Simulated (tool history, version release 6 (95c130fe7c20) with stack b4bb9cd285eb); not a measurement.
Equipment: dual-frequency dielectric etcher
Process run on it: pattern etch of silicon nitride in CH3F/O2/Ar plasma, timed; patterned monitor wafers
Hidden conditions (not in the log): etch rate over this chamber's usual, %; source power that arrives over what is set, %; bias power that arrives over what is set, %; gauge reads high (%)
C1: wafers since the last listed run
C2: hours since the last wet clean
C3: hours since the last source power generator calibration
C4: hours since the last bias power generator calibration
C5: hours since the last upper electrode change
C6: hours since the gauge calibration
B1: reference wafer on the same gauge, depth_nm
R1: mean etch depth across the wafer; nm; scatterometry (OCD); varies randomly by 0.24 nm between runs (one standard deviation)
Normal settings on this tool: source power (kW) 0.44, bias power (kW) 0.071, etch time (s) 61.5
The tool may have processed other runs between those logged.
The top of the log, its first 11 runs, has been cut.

Run 12, hour 939.8: usual settings but source power (kW) 0.48, etch time (s) 46; C1 567; C2 379.6; C3 2446.4; C4 3118.1; C5 3756.1; C6 385; B1 37.03. Result: R1 35.75 nm.
Run 13, hour 1183.5: usual settings; C1 3528; C2 623.3; C3 2690.1; C4 3361.8; C5 3999.8; C6 628.7; B1 37.06. Result: R1 45.55 nm.
At hour 1229.6: wet clean of the chamber.
At hour 1240.9: bias power generator calibrated.
Run 14, hour 1283.3: usual settings but source power (kW) 0.53, etch time (s) 76; C1 1039; C2 53.7; C3 2789.9; C4 42.4; C5 4099.6; C6 728.5; B1 37.02. Result: R1 62.34 nm.
Run 15, hour 1320.3: usual settings but source power (kW) 0.5, bias power (kW) 0.079; C1 535; C2 90.7; C3 2826.9; C4 79.4; C5 4136.6; C6 765.5; B1 37.1. Result: R1 51.68 nm.
At hour 1328.7: source power generator calibrated.
Run 16, hour 1387.4: usual settings but source power (kW) 0.51, bias power (kW) 0.088, etch time (s) 53.5; C1 913; C2 157.8; C3 58.7; C4 146.5; C5 4203.7; C6 832.6; B1 37.05. Result: R1 47.34 nm.
Run 17, hour 1454.3: usual settings; C1 968; C2 224.7; C3 125.6; C4 213.4; C5 4270.6; C6 899.5; B1 36.96. Result: R1 45.61 nm.
Run 18, hour 1549.4: usual settings; C1 1376; C2 319.8; C3 220.7; C4 308.5; C5 4365.7; C6 994.6; B1 37.01. Result: R1 45.49 nm.
Run 19, hour 1653.1: usual settings but source power (kW) 0.52, bias power (kW) 0.054, etch time (s) 53; C1 1501; C2 423.5; C3 324.4; C4 412.2; C5 4469.4; C6 1098.3; B1 37.03. Result: R1 38.43 nm.
At hour 1768.5: upper electrode replaced.
At hour 1840.9: wet clean of the chamber.
Run 20, hour 1967: usual settings but etch time (s) 80; C1 3849; C2 126.1; C3 638.3; C4 726.1; C5 198.5; C6 1412.2; B1 37. Result: R1 59.23 nm.
Run 21, hour 2052.4: usual settings but bias power (kW) 0.083; C1 1236; C2 211.5; C3 723.7; C4 811.5; C5 283.9; C6 1497.6; B1 36.94. Result: R1 49.44 nm.
Run 22, hour 2108.6: usual settings but bias power (kW) 0.064, etch time (s) 76.5; C1 813; C2 267.7; C3 779.9; C4 867.7; C5 340.1; C6 1553.8; B1 37.1. Result: R1 54.67 nm.
Run 23, hour 2212.2: usual settings; C1 1499; C2 371.3; C3 883.5; C4 971.3; C5 443.7; C6 1657.4; B1 37.01. Result: R1 45.86 nm.
Run 24, hour 2256.1: usual settings; C1 635; C2 415.2; C3 927.4; C4 1015.2; C5 487.6; C6 1701.3; B1 36.99. Result: R1 45.48 nm.
Run 25, hour 2296: usual settings but source power (kW) 0.49, bias power (kW) 0.064; C1 577; C2 455.1; C3 967.3; C4 1055.1; C5 527.5; C6 1741.2; B1 36.99. Result: R1 46.67 nm.
Run 26, hour 2343.3: usual settings; C1 684; C2 502.4; C3 1014.6; C4 1102.4; C5 574.8; C6 1788.5; B1 36.99. Result: R1 45.51 nm.
Run 27, hour 2432.1: usual settings; C1 1285; C2 591.2; C3 1103.4; C4 1191.2; C5 663.6; C6 1877.3; B1 36.96. Result: R1 45.57 nm.
Run 28, hour 2519.5: usual settings but source power (kW) 0.55, bias power (kW) 0.066, etch time (s) 45.5; C1 1265; C2 678.6; C3 1190.8; C4 1278.6; C5 751; C6 1964.7; B1 36.95. Result: R1 37.14 nm.
At hour 2582.8: wet clean of the chamber.
Run 29, hour 2583.3: usual settings but source power (kW) 0.49, bias power (kW) 0.084, etch time (s) 80; C1 576; C2 0.5; C3 1254.6; C4 1342.4; C5 814.8; C6 2028.5; B1 36.96. Result: R1 68.25 nm.
Run 30, hour 2680.4: usual settings but source power (kW) 0.36, etch time (s) 50.5; C1 1405; C2 97.6; C3 1351.7; C4 1439.5; C5 911.9; C6 2125.6; B1 37.03. Result: R1 33.04 nm.

Each row is a separate what-if for the run after 30, all from the same tool condition, not one after another. Results?
Run A, hour 2680.8: usual settings; C1 5; C2 98; C3 1352.1; C4 1439.9; C5 912.3; C6 2126; B1 ?. Result: R1 ?.
Run B, hour 2680.8: usual settings but source power (kW) 0.4, bias power (kW) 0.077, etch time (s) 44; C1 5; C2 98; C3 1352.1; C4 1439.9; C5 912.3; C6 2126; B1 ?. Result: R1 ?.
Run C, hour 2680.8: usual settings but source power (kW) 0.53, bias power (kW) 0.08, etch time (s) 56.5; C1 5; C2 98; C3 1352.1; C4 1439.9; C5 912.3; C6 2126; B1 ?. Result: R1 ?.
Run D, hour 2680.8: usual settings but source power (kW) 0.53, bias power (kW) 0.058, etch time (s) 45; C1 5; C2 98; C3 1352.1; C4 1439.9; C5 912.3; C6 2126; B1 ?. Result: R1 ?.

run     B1     R1
  A  37.01  45.47
  B  37.01  31.83
  C  37.01  49.13
  D  37.01  33.83
Take away the tool's hidden state, keep each run's random variation, and the runs would have read:
run     R1
  A  45.47
  B  31.83
  C  49.13
  D  33.83

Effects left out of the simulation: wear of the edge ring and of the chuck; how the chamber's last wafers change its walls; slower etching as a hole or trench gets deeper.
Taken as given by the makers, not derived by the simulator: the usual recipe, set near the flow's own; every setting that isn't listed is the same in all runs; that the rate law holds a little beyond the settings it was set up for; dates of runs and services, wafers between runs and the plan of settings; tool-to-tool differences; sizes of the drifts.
